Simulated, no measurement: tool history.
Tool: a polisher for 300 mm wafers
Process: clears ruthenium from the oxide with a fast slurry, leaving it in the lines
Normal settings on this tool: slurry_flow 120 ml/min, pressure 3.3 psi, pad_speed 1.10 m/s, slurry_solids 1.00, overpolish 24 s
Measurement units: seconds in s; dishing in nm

run,hour,slurry_flow,pressure,pad_speed,slurry_solids,overpolish,wafers since the last listed run,wafers polished on this pad,hours since the slurry nozzle was cleaned,hours since the head pressure was calibrated,hours since the slurry blender was calibrated,"incoming thickness of the incoming film, nm",seconds,dishing
1,0.0,120,3.3,1.10,1.00,13,0,443,421.2,773.8,256.0,316.9,59.4,49.4
2,56.6,120,2.6,1.10,0.80,24,624,1067,477.8,830.4,312.6,319.3,85.3,63.0
3,152.8,120,3.3,1.20,1.00,24,1061,2128,574.0,926.6,408.8,322.5,60.2,88.7
4,226.8,120,3.3,1.20,1.00,24,816,2945,648.0,1000.6,482.8,319.5,60.8,81.4
# hour 272.6: slurry blender recalibrated
5,278.6,120,3.3,1.20,1.00,24,549,3494,699.8,1052.4,6.0,321.9,62.8,82.3
# hour 332.5: slurry nozzle cleaned
6,333.3,120,3.3,1.10,1.00,24,592,4086,0.8,1107.1,60.7,318.0,59.4,83.3
7,400.7,120,2.6,1.10,1.00,24,743,4830,68.2,1174.5,128.1,318.8,80.7,68.3
8,461.7,120,3.3,1.10,1.00,33,672,5503,129.2,1235.5,189.1,318.5,65.3,103.8
# hour 488.8: worn pad replaced by a new one
# hour 524.4: head pressure recalibrated
9,550.5,120,2.6,1.42,0.70,24,913,658,218.0,26.1,277.9,319.5,64.6,81.3
10,608.2,120,3.3,1.10,1.30,24,636,1295,275.7,83.8,335.6,318.2,51.2,93.4
11,680.2,120,3.3,0.82,1.20,24,794,2089,347.7,155.8,407.6,323.5,72.2,70.7
12,764.8,120,3.3,1.20,1.00,24,933,3022,432.3,240.4,492.2,318.4,54.6,85.6
13,836.0,120,2.1,1.10,0.80,24,785,3808,503.5,311.6,563.4,318.4,105.3,56.0
# hour 849.9: slurry blender recalibrated
14,939.1,120,3.3,1.48,1.00,29,1115,4923,606.6,414.7,89.2,319.5,46.4,114.6
# hour 989.1: worn pad replaced by a new one
15,997.6,120,3.3,1.10,0.80,18,601,94,665.1,473.2,147.7,318.5,68.3,61.8
16,1083.5,85,4.2,1.10,0.75,12,947,1041,751.0,559.1,233.6,321.1,67.9,43.7
# hour 1132.2: slurry nozzle cleaned
17,1143.6,120,3.3,1.10,1.15,24,651,1693,11.4,619.2,293.7,319.6,54.7,95.4
18,1196.8,120,3.3,1.10,1.00,24,586,2280,64.6,672.4,346.9,313.6,56.6,90.7
19,1284.5,80,4.2,1.00,1.00,12,967,3247,152.3,760.1,434.6,318.9,57.1,50.6
20,1348.3,120,2.9,1.10,1.25,24,703,3951,216.1,823.9,498.4,315.4,62.6,81.0
# hour 1413.3: slurry blender recalibrated
21,1445.7,120,3.3,1.10,1.00,15,1052,5003,313.5,921.3,32.4,323.0,61.9,57.3
22,1499.2,90,3.3,0.80,1.00,13,590,5593,367.0,974.8,85.9,319.1,94.5,35.1
# hour 1571.8: worn pad replaced by a new one
23,1584.1,120,4.1,1.10,1.00,24,892,135,451.9,1059.7,170.8,317.8,53.0,94.4
24,1638.3,120,3.3,1.10,1.00,24,597,733,506.1,1113.9,225.0,318.5,66.9,78.1
25,1680.5,105,2.6,1.10,1.00,24,465,1198,548.3,1156.1,267.2,320.9,93.8,62.0
26,1787.1,120,2.7,1.32,1.00,24,1175,2374,654.9,1262.7,373.8,316.5,72.4,72.4
# hour 1823.5: head pressure recalibrated
27,1876.6,135,3.3,1.10,0.90,24,965,3339,744.4,53.1,463.3,324.2,63.9,85.9
# hour 1878.3: slurry nozzle cleaned
28,1932.3,155,3.3,1.28,1.10,24,603,3943,54.0,108.8,519.0,318.6,43.9,104.0

Same runs, no hidden state in the tool, same run-to-run variation:
Hidden state at play: removal rate lost through wear of the pad, %; slurry flow missing at the pad, %; deviation of the head's pressure from its setpoint, %; abrasive missing from the slurry, %.
run,seconds,dishing
1,52.2,55.0
2,73.5,71.0
3,49.9,101.6
4,48.7,95.6
5,49.0,98.5
6,52.8,90.8
7,70.0,76.3
8,55.3,115.6
9,61.7,84.2
10,48.4,97.2
11,67.3,74.7
12,49.9,91.2
13,94.4,61.3
14,40.3,124.6
15,58.1,70.4
16,52.6,54.4
17,51.8,99.1
18,52.9,95.2
19,51.5,55.3
20,56.1,87.9
21,53.6,64.5
22,78.8,41.3
23,43.5,107.9
24,53.7,92.0
25,72.8,76.0
26,53.9,90.4
27,55.9,94.7
28,43.7,104.3

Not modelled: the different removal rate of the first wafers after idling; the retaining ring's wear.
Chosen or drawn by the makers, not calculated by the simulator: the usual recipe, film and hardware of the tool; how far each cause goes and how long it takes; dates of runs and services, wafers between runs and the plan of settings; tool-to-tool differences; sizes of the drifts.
